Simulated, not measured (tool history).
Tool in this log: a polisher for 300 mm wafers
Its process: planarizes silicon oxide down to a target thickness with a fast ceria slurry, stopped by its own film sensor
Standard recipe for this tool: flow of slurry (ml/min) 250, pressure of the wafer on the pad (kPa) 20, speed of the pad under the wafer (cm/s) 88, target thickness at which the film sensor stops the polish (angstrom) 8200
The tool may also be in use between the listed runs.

| run | hour | flow of slurry (ml/min) | pressure of the wafer on the pad (kPa) | speed of the pad under the wafer (cm/s) | target thickness at which the film sensor stops the polish (angstrom) | wafers since the last listed run | wafers polished on this pad | hours since the slurry nozzle was cleaned | hours since the head pressure was calibrated | incoming thickness of the incoming film, nm | time until the film sensor stopped the polish (s) |
|---|---|---|---|---|---|---|---|---|---|---|---|
| 1 | 0 | 250 | 20 | 88 | 8200 | 0 | 95 | 61.2 | 112.9 | 1619.5 | 60.6 |
| 2 | 101.6 | 250 | 20 | 88 | 8200 | 792 | 887 | 162.8 | 214.5 | 1617.2 | 58.4 |
|  | 194.9 | slurry nozzle cleaned |
| 3 | 208.6 | 250 | 20 | 88 | 8200 | 826 | 1714 | 13.7 | 321.5 | 1604.8 | 59.4 |
|  | 214.7 | worn pad replaced by a new one |
| 4 | 307.6 | 300 | 20 | 108 | 8200 | 741 | 725 | 112.7 | 420.5 | 1612.8 | 47.2 |
| 5 | 395.3 | 300 | 20 | 108 | 8200 | 684 | 1409 | 200.4 | 508.2 | 1632.3 | 47.6 |
|  | 432.7 | worn pad replaced by a new one |
| 6 | 433.2 | 300 | 20 | 108 | 8200 | 264 | 4 | 238.3 | 546.1 | 1602.3 | 46.4 |
| 7 | 484.9 | 250 | 20 | 76 | 8200 | 403 | 407 | 290 | 597.8 | 1653.3 | 72.1 |
|  | 495.4 | slurry nozzle cleaned |
|  | 536.6 | head pressure recalibrated |
| 8 | 561.3 | 250 | 24.1 | 88 | 5390 | 572 | 980 | 65.9 | 24.7 | 1643.3 | 67.5 |
|  | 672.8 | worn pad replaced by a new one |
|  | 767.5 | slurry nozzle cleaned |
| 9 | 777.4 | 250 | 20 | 98 | 8200 | 1646 | 808 | 9.9 | 240.8 | 1625.6 | 53.1 |
| 10 | 834.4 | 250 | 22.8 | 74 | 8200 | 444 | 1253 | 66.9 | 297.8 | 1622 | 61.7 |
|  | 876.8 | worn pad replaced by a new one |
| 11 | 922.9 | 250 | 20 | 88 | 8200 | 659 | 359 | 155.4 | 386.3 | 1602.4 | 57.9 |
|  | 1015 | slurry nozzle cleaned |
| 12 | 1015.4 | 250 | 22.1 | 80 | 8200 | 713 | 1073 | 0.4 | 478.8 | 1651.6 | 60.7 |
| 13 | 1070.8 | 250 | 20 | 88 | 8200 | 432 | 1505 | 55.8 | 534.2 | 1615.2 | 58.5 |
|  | 1086.4 | head pressure recalibrated |
| 14 | 1111.5 | 170 | 20 | 68 | 6260 | 301 | 1807 | 96.5 | 25.1 | 1667.5 | 107 |
|  | 1127.5 | worn pad replaced by a new one |
| 15 | 1168.7 | 250 | 20 | 62 | 9850 | 415 | 321 | 153.7 | 82.3 | 1625.5 | 68.2 |

Below are 4 alternative next runs, each starting from the tool's condition after run 15. Predict each:
| A | 1169.1 | 250 | 20 | 88 | 8200 | 3 | 324 | 154.1 | 82.7 | 1624.1 | ? |
| B | 1169.1 | 250 | 16.5 | 110 | 7120 | 3 | 324 | 154.1 | 82.7 | 1624.1 | ? |
| C | 1169.1 | 210 | 20 | 62 | 8200 | 3 | 324 | 154.1 | 82.7 | 1624.1 | ? |
| D | 1169.1 | 250 | 20 | 64 | 8200 | 3 | 324 | 154.1 | 82.7 | 1624.1 | ? |

| run | time until the film sensor stopped the polish (s) |
|---|---|
| A | 58.9 |
| B | 64.6 |
| C | 85.6 |
| D | 81.1 |
Take away the tool's hidden state, keep each run's random variation, and the runs would have read:
| run | time until the film sensor stopped the polish (s) |
|---|---|
| A | 58.9 |
| B | 64.6 |
| C | 85.6 |
| D | 81.1 |
